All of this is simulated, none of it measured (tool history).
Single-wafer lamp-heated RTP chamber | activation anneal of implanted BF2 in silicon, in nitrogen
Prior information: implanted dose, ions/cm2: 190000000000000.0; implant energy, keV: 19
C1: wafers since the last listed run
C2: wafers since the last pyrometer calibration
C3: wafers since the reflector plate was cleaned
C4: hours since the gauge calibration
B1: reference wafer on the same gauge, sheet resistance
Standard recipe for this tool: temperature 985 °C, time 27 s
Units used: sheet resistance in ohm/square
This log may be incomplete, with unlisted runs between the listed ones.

Run 1, hour 0.0: usual settings; C1 0; C2 727; C3 5278; C4 62.2; B1 687.24. Result: sheet resistance 602.54 ohm/square.
Run 2, hour 9.1: usual settings; C1 139; C2 866; C3 5418; C4 71.3; B1 687.05. Result: sheet resistance 602.15 ohm/square.
Run 3, hour 21.3: usual settings; C1 186; C2 1052; C3 5604; C4 83.5; B1 687.16. Result: sheet resistance 601.94 ohm/square.
Run 4, hour 31.9: usual settings; C1 162; C2 1215; C3 5767; C4 94.1; B1 687.06. Result: sheet resistance 602.84 ohm/square.
Run 5, hour 47.5: usual settings; C1 238; C2 1453; C3 6005; C4 109.7; B1 687.14. Result: sheet resistance 602.56 ohm/square.
Run 6, hour 63.9: usual settings; C1 250; C2 1704; C3 6256; C4 126.1; B1 686.84. Result: sheet resistance 602.35 ohm/square.
At hour 74.2: reflector plate cleaned.
Run 7, hour 74.7: usual settings; C1 42; C2 1747; C3 7; C4 136.9; B1 687.14. Result: sheet resistance 601.09 ohm/square.
Run 8, hour 86.0: usual settings; C1 172; C2 1920; C3 180; C4 148.2; B1 686.97. Result: sheet resistance 603.64 ohm/square.
Run 9, hour 94.5: usual settings; C1 130; C2 2050; C3 310; C4 156.7; B1 687.23. Result: sheet resistance 602.26 ohm/square.
Run 10, hour 104.9: usual settings; C1 159; C2 2209; C3 469; C4 167.1; B1 686.76. Result: sheet resistance 601.55 ohm/square.
Run 11, hour 121.0: usual settings but time 12 s; C1 246; C2 2455; C3 715; C4 183.2; B1 687.15. Result: sheet resistance 606.39 ohm/square.
Run 12, hour 135.1: usual settings; C1 215; C2 2671; C3 931; C4 197.3; B1 686.90. Result: sheet resistance 602.86 ohm/square.
At hour 149.8: gauge calibrated.
At hour 150.9: pyrometer window cleaned and pyrometer calibrated.
Run 13, hour 151.4: usual settings but time 38 s; C1 126; C2 7; C3 1058; C4 1.6; B1 687.02. Result: sheet resistance 600.67 ohm/square.
Run 14, hour 157.0: usual settings; C1 85; C2 92; C3 1144; C4 7.2; B1 686.72. Result: sheet resistance 601.04 ohm/square.
Run 15, hour 171.7: usual settings; C1 224; C2 317; C3 1369; C4 21.9; B1 686.92. Result: sheet resistance 600.63 ohm/square.
Run 16, hour 184.7: usual settings but temperature 999 °C, time 12 s; C1 198; C2 516; C3 1568; C4 34.9; B1 687.16. Result: sheet resistance 605.21 ohm/square.
Run 17, hour 198.8: usual settings but time 43 s; C1 215; C2 732; C3 1783; C4 49.0; B1 686.99. Result: sheet resistance 598.16 ohm/square.
Run 18, hour 205.9: usual settings but temperature 972 °C, time 13 s; C1 108; C2 841; C3 1892; C4 56.1; B1 686.86. Result: sheet resistance 613.66 ohm/square.
Run 19, hour 219.5: usual settings but temperature 1015 °C, time 19 s; C1 208; C2 1049; C3 2100; C4 69.7; B1 686.72. Result: sheet resistance 601.17 ohm/square.
Run 20, hour 236.9: usual settings; C1 266; C2 1315; C3 2366; C4 87.1; B1 686.90. Result: sheet resistance 603.99 ohm/square.

The tool's hidden state at each run:
true wafer temperature minus pyrometer reading, K: 0 in every run
wafer temperature error from the tarnished reflector plate, K: 0 in every run
gauge reads high (%): 0 in every run
